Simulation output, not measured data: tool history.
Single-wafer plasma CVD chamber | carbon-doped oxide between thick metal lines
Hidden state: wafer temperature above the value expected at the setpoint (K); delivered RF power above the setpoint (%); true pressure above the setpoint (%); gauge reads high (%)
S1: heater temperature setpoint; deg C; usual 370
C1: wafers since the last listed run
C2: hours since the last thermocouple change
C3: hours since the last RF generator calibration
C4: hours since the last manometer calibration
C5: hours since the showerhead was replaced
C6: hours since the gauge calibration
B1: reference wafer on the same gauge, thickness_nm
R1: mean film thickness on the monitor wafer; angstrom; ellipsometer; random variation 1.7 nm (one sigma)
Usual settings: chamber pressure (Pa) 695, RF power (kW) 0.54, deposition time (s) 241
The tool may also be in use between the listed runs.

{"run": 1, "hour": 0.0, "S1": 367, "chamber pressure (Pa)": 695, "RF power (kW)": 0.54, "deposition time (s)": 241, "C1": 0, "C2": 1093.2, "C3": 1551.7, "C4": 2462.5, "C5": 6861.1, "C6": 95.6, "B1": 1020.255, "R1": 11136.93}
{"run": 2, "hour": 17.5, "S1": 367, "chamber pressure (Pa)": 695, "RF power (kW)": 0.54, "deposition time (s)": 241, "C1": 81, "C2": 1110.7, "C3": 1569.2, "C4": 2480, "C5": 6878.6, "C6": 113.1, "B1": 1019.864, "R1": 11154.53}
{"run": 3, "hour": 26.0, "S1": 367, "chamber pressure (Pa)": 695, "RF power (kW)": 0.54, "deposition time (s)": 241, "C1": 39, "C2": 1119.2, "C3": 1577.7, "C4": 2488.5, "C5": 6887.1, "C6": 121.6, "B1": 1020.155, "R1": 11145.59}
{"run": 4, "hour": 37.1, "S1": 370, "chamber pressure (Pa)": 695, "RF power (kW)": 0.54, "deposition time (s)": 241, "C1": 51, "C2": 1130.3, "C3": 1588.8, "C4": 2499.6, "C5": 6898.2, "C6": 132.7, "B1": 1020.379, "R1": 11076.44}
{"run": 5, "hour": 46.9, "S1": 370, "chamber pressure (Pa)": 695, "RF power (kW)": 0.54, "deposition time (s)": 241, "C1": 45, "C2": 1140.1, "C3": 1598.6, "C4": 2509.4, "C5": 6908, "C6": 142.5, "B1": 1020.093, "R1": 11063.7}
{"run": 6, "hour": 64.2, "S1": 377, "chamber pressure (Pa)": 695, "RF power (kW)": 0.54, "deposition time (s)": 241, "C1": 80, "C2": 1157.4, "C3": 1615.9, "C4": 2526.7, "C5": 6925.3, "C6": 159.8, "B1": 1019.75, "R1": 10936.68}
{"run": 7, "hour": 73.2, "S1": 377, "chamber pressure (Pa)": 695, "RF power (kW)": 0.54, "deposition time (s)": 241, "C1": 41, "C2": 1166.4, "C3": 1624.9, "C4": 2535.7, "C5": 6934.3, "C6": 168.8, "B1": 1019.789, "R1": 10921.51}
{"run": 8, "hour": 99.8, "S1": 377, "chamber pressure (Pa)": 695, "RF power (kW)": 0.54, "deposition time (s)": 241, "C1": 124, "C2": 1193, "C3": 1651.5, "C4": 2562.3, "C5": 6960.9, "C6": 195.4, "B1": 1020.063, "R1": 10898.12}
{"run": 9, "hour": 110.4, "S1": 370, "chamber pressure (Pa)": 695, "RF power (kW)": 0.5, "deposition time (s)": 241, "C1": 49, "C2": 1203.6, "C3": 1662.1, "C4": 2572.9, "C5": 6971.5, "C6": 206, "B1": 1019.965, "R1": 10550.93}
{"run": 10, "hour": 126.7, "S1": 370, "chamber pressure (Pa)": 695, "RF power (kW)": 0.5, "deposition time (s)": 241, "C1": 76, "C2": 1219.9, "C3": 1678.4, "C4": 2589.2, "C5": 6987.8, "C6": 222.3, "B1": 1020.016, "R1": 10587.2}
{"run": 11, "hour": 138.0, "S1": 379, "chamber pressure (Pa)": 695, "RF power (kW)": 0.54, "deposition time (s)": 218, "C1": 52, "C2": 1231.2, "C3": 1689.7, "C4": 2600.5, "C5": 6999.1, "C6": 233.6, "B1": 1020.042, "R1": 9828.46}
{"run": 12, "hour": 152.6, "S1": 370, "chamber pressure (Pa)": 695, "RF power (kW)": 0.54, "deposition time (s)": 241, "C1": 68, "C2": 1245.8, "C3": 1704.3, "C4": 2615.1, "C5": 7013.7, "C6": 248.2, "B1": 1019.889, "R1": 11056.01}
{"hour": 170.7, "done": "showerhead replaced"}
{"run": 13, "hour": 171.2, "S1": 370, "chamber pressure (Pa)": 837, "RF power (kW)": 0.605, "deposition time (s)": 211, "C1": 49, "C2": 1264.4, "C3": 1722.9, "C4": 2633.7, "C5": 0.5, "C6": 266.8, "B1": 1019.938, "R1": 10597.12}
{"run": 14, "hour": 177.8, "S1": 370, "chamber pressure (Pa)": 695, "RF power (kW)": 0.54, "deposition time (s)": 241, "C1": 30, "C2": 1271, "C3": 1729.5, "C4": 2640.3, "C5": 7.1, "C6": 273.4, "B1": 1020.032, "R1": 11017.05}
{"hour": 186.1, "done": "RF generator calibrated"}
{"hour": 188.2, "done": "capacitance manometer re-zeroed and calibrated"}
{"hour": 196.0, "done": "thermocouple changed; heater temperature recalibrated"}
{"run": 15, "hour": 196.5, "S1": 370, "chamber pressure (Pa)": 695, "RF power (kW)": 0.505, "deposition time (s)": 195, "C1": 4, "C2": 0.5, "C3": 10.4, "C4": 8.3, "C5": 25.8, "C6": 292.1, "B1": 1019.586, "R1": 9026.57}
{"hour": 198.3, "done": "gauge calibrated"}
{"run": 16, "hour": 200.6, "S1": 356, "chamber pressure (Pa)": 765, "RF power (kW)": 0.54, "deposition time (s)": 255, "C1": 19, "C2": 4.6, "C3": 14.5, "C4": 12.4, "C5": 29.9, "C6": 2.3, "B1": 1020.061, "R1": 12771.9}
{"run": 17, "hour": 216.3, "S1": 370, "chamber pressure (Pa)": 695, "RF power (kW)": 0.54, "deposition time (s)": 284, "C1": 73, "C2": 20.3, "C3": 30.2, "C4": 28.1, "C5": 45.6, "C6": 18, "B1": 1019.752, "R1": 13598.9}
{"run": 18, "hour": 232.7, "S1": 370, "chamber pressure (Pa)": 695, "RF power (kW)": 0.54, "deposition time (s)": 241, "C1": 76, "C2": 36.7, "C3": 46.6, "C4": 44.5, "C5": 62, "C6": 34.4, "B1": 1019.819, "R1": 11527.4}
{"run": 19, "hour": 246.2, "S1": 370, "chamber pressure (Pa)": 695, "RF power (kW)": 0.54, "deposition time (s)": 241, "C1": 62, "C2": 50.2, "C3": 60.1, "C4": 58, "C5": 75.5, "C6": 47.9, "B1": 1020.097, "R1": 11487.81}
{"run": 20, "hour": 260.0, "S1": 363, "chamber pressure (Pa)": 597, "RF power (kW)": 0.615, "deposition time (s)": 205, "C1": 64, "C2": 64, "C3": 73.9, "C4": 71.8, "C5": 89.3, "C6": 61.7, "B1": 1019.72, "R1": 10310.21}
{"run": 21, "hour": 274.3, "S1": 370, "chamber pressure (Pa)": 695, "RF power (kW)": 0.54, "deposition time (s)": 205, "C1": 66, "C2": 78.3, "C3": 88.2, "C4": 86.1, "C5": 103.6, "C6": 76, "B1": 1019.943, "R1": 9797.64}

The tool's hidden state at each run:
wafer temperature above the value expected at the setpoint (K): 0 in every run
true pressure above the setpoint (%): 0 in every run
gauge reads high (%): 0 in every run
H1: delivered RF power above the setpoint (%)
run=1 H1=-7.99
run=2 H1=-8.08
run=3 H1=-8.13
run=4 H1=-8.18
run=5 H1=-8.23
run=6 H1=-8.32
run=7 H1=-8.37
run=8 H1=-8.51
run=9 H1=-8.56
run=10 H1=-8.64
run=11 H1=-8.7
run=12 H1=-8.78
run=13 H1=-8.87
run=14 H1=-8.91
run=15 H1=-0.821
run=16 H1=-0.842
run=17 H1=-0.922
run=18 H1=-1.01
run=19 H1=-1.08
run=20 H1=-1.15
run=21 H1=-1.22
